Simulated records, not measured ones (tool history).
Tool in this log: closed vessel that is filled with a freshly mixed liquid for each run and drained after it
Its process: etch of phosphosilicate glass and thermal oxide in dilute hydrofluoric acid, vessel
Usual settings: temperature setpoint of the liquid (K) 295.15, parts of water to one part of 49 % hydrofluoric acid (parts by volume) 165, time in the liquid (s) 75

| run | hour | temperature setpoint of the liquid (K) | parts of water to one part of 49 % hydrofluoric acid (parts by volume) | time in the liquid (s) | wafers since the last listed run | hours since the thermometer was replaced | hours since the hydrofluoric acid flow meter was replaced | hours since the gauge calibration | read-back film thickness of the phosphosilicate glass reference wafer, read on the same gauge (nm) | read-back film thickness of the thermal oxide reference wafer, read on the same gauge (nm) | thickness taken off the phosphosilicate glass on a monitor wafer (Å) | thickness taken off the thermal oxide on a monitor wafer (Å) |
|---|---|---|---|---|---|---|---|---|---|---|---|---|
| 1 | 0.0 | 295.15 | 165 | 75 | 0 | 205.2 | 28.0 | 936.4 | 130.00 | 139.990 | 226.0 | 18.11 |
| 2 | 16.6 | 295.15 | 165 | 75 | 1191 | 221.8 | 44.6 | 953.0 | 129.99 | 139.992 | 225.6 | 18.70 |
|  | 20.2 | gauge calibrated |
| 3 | 41.7 | 295.15 | 165 | 75 | 1802 | 246.9 | 69.7 | 21.5 | 130.00 | 140.003 | 224.2 | 18.21 |
| 4 | 61.7 | 295.15 | 230 | 75 | 1436 | 266.9 | 89.7 | 41.5 | 129.97 | 139.992 | 150.9 | 12.38 |
| 5 | 76.1 | 295.15 | 165 | 75 | 1033 | 281.3 | 104.1 | 55.9 | 130.00 | 139.962 | 224.4 | 17.79 |
| 6 | 102.5 | 295.15 | 165 | 115 | 1895 | 307.7 | 130.5 | 82.3 | 130.01 | 139.993 | 346.2 | 27.83 |
| 7 | 127.6 | 295.15 | 165 | 75 | 1802 | 332.8 | 155.6 | 107.4 | 130.00 | 139.984 | 221.6 | 18.24 |
| 8 | 148.5 | 292.65 | 220 | 90 | 1500 | 353.7 | 176.5 | 128.3 | 130.00 | 140.002 | 172.5 | 13.67 |
| 9 | 168.9 | 296.65 | 135 | 60 | 1464 | 374.1 | 196.9 | 148.7 | 129.99 | 139.985 | 240.1 | 19.51 |
| 10 | 204.5 | 295.15 | 165 | 75 | 2556 | 409.7 | 232.5 | 184.3 | 130.02 | 139.981 | 221.7 | 18.06 |
| 11 | 221.8 | 297.65 | 165 | 75 | 1242 | 427.0 | 249.8 | 201.6 | 129.99 | 140.034 | 245.9 | 19.77 |
| 12 | 254.1 | 293.15 | 165 | 75 | 2319 | 459.3 | 282.1 | 233.9 | 130.00 | 139.992 | 206.7 | 16.39 |
| 13 | 286.1 | 299.65 | 225 | 110 | 2297 | 491.3 | 314.1 | 265.9 | 130.01 | 139.945 | 266.7 | 21.52 |
| 14 | 319.7 | 295.15 | 165 | 75 | 2412 | 524.9 | 347.7 | 299.5 | 129.99 | 140.017 | 219.5 | 17.71 |
| 15 | 352.9 | 292.15 | 165 | 75 | 2383 | 558.1 | 380.9 | 332.7 | 129.99 | 139.986 | 198.0 | 15.81 |
| 16 | 382.6 | 295.15 | 165 | 75 | 2132 | 587.8 | 410.6 | 362.4 | 129.99 | 139.990 | 221.3 | 17.70 |
| 17 | 406.5 | 295.15 | 210 | 75 | 1716 | 611.7 | 434.5 | 386.3 | 130.00 | 140.006 | 165.2 | 13.47 |
| 18 | 422.6 | 295.15 | 165 | 75 | 1156 | 627.8 | 450.6 | 402.4 | 130.01 | 139.996 | 220.6 | 17.75 |
| 19 | 438.8 | 299.15 | 165 | 60 | 1163 | 644.0 | 466.8 | 418.6 | 130.01 | 140.035 | 202.6 | 16.48 |
| 20 | 474.1 | 295.15 | 165 | 75 | 2534 | 679.3 | 502.1 | 453.9 | 130.02 | 139.982 | 220.7 | 17.79 |
| 21 | 497.5 | 295.15 | 165 | 75 | 1680 | 702.7 | 525.5 | 477.3 | 129.99 | 139.991 | 219.2 | 18.03 |
| 22 | 517.6 | 292.15 | 225 | 75 | 1443 | 722.8 | 545.6 | 497.4 | 130.00 | 139.970 | 136.1 | 10.83 |
| 23 | 560.5 | 291.15 | 165 | 75 | 3080 | 765.7 | 588.5 | 540.3 | 130.01 | 139.983 | 187.8 | 14.79 |
| 24 | 580.3 | 295.15 | 165 | 45 | 1421 | 785.5 | 608.3 | 560.1 | 129.99 | 140.020 | 132.5 | 10.67 |
| 25 | 608.5 | 295.15 | 165 | 75 | 2024 | 813.7 | 636.5 | 588.3 | 130.01 | 139.979 | 219.3 | 17.60 |

Branching from run 25: 4 alternative next runs. What would each branch give?
| A | 609.2 | 295.15 | 165 | 30 | 50 | 814.4 | 637.2 | 589.0 | ? | ? | ? | ? |
| B | 609.2 | 295.15 | 215 | 75 | 50 | 814.4 | 637.2 | 589.0 | ? | ? | ? | ? |
| C | 609.2 | 290.65 | 130 | 60 | 50 | 814.4 | 637.2 | 589.0 | ? | ? | ? | ? |
| D | 609.2 | 295.15 | 165 | 120 | 50 | 814.4 | 637.2 | 589.0 | ? | ? | ? | ? |

| run | read-back film thickness of the phosphosilicate glass reference wafer, read on the same gauge (nm) | read-back film thickness of the thermal oxide reference wafer, read on the same gauge (nm) | thickness taken off the phosphosilicate glass on a monitor wafer (Å) | thickness taken off the thermal oxide on a monitor wafer (Å) |
|---|---|---|---|---|
| A | 130.00 | 139.982 | 87.5 | 7.01 |
| B | 130.00 | 139.982 | 159.6 | 12.79 |
| C | 130.00 | 139.982 | 192.0 | 15.39 |
| D | 130.00 | 139.982 | 350.1 | 28.06 |
Stripped of hidden state, with their random variation kept, the same runs would have yielded:
| run | thickness taken off the phosphosilicate glass on a monitor wafer (Å) | thickness taken off the thermal oxide on a monitor wafer (Å) |
|---|---|---|
| A | 90.8 | 7.28 |
| B | 165.5 | 13.26 |
| C | 199.8 | 16.01 |
| D | 363.4 | 29.12 |
